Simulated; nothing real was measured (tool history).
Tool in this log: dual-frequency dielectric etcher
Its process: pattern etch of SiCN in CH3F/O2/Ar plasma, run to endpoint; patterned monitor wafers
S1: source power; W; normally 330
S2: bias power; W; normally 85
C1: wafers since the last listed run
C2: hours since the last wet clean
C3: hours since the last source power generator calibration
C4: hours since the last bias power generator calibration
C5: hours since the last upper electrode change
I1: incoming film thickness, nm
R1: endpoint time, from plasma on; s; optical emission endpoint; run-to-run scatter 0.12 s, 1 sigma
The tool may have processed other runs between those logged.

run,hour,S1,S2,C1,C2,C3,C4,C5,I1,R1
1,0,330,85,0,449.7,3608,1939.2,2376.9,10.43,30.6
2,11.6,330,85,129,461.3,3619.6,1950.8,2388.5,10.44,30.8
3,26.5,330,85,166,476.2,3634.5,1965.7,2403.4,10.4,30.9
4,41.4,330,85,166,491.1,3649.4,1980.6,2418.3,10.38,30.5
5,54.7,330,85,148,504.4,3662.7,1993.9,2431.6,10.5,31
6,68.6,330,85,155,518.3,3676.6,2007.8,2445.5,10.43,30.7
# hour 81.2: source power generator calibrated
7,81.7,330,92,101,531.4,0.5,2020.9,2458.6,10.37,29.9
# hour 115.4: upper electrode replaced, of another model than before
8,115.9,330,92,113,565.6,34.7,2055.1,0.5,10.4,30.2
9,116.2,330,92,3,565.9,35,2055.4,0.8,10.41,30.2
10,119.4,390,99,35,569.1,38.2,2058.6,4,10.37,28.2
11,125.5,360,104,68,575.2,44.3,2064.7,10.1,10.4,28.6
12,136.2,380,91,119,585.9,55,2075.4,20.8,10.41,29.1
# hour 170.4: wet clean of the chamber
13,170.9,350,90,119,0.5,89.7,2110.1,55.5,10.35,28.5
14,171.2,280,75,3,0.8,90,2110.4,55.8,10.33,31.6
# hour 180.3: bias power generator calibrated
15,181.9,270,73,74,11.5,100.7,1.6,66.5,10.44,33
16,197.4,370,97,172,27,116.2,17.1,82,10.24,27.3
17,215.3,360,78,199,44.9,134.1,35,99.9,10.46,29.6
18,231.3,330,85,178,60.9,150.1,51,115.9,10.44,29.9

Here are 3 independent what-if runs from the current tool condition. What would each one return?
A,231.7,330,77,4,61.3,150.5,51.4,116.3,10.39,?
B,231.7,310,74,4,61.3,150.5,51.4,116.3,10.39,?
C,231.7,370,85,4,61.3,150.5,51.4,116.3,10.39,?

run,R1
A,30.3
B,31.1
C,28.6
Take away the tool's hidden state, keep each run's random variation, and the runs would have read:
run,R1
A,30.2
B,31
C,28.5
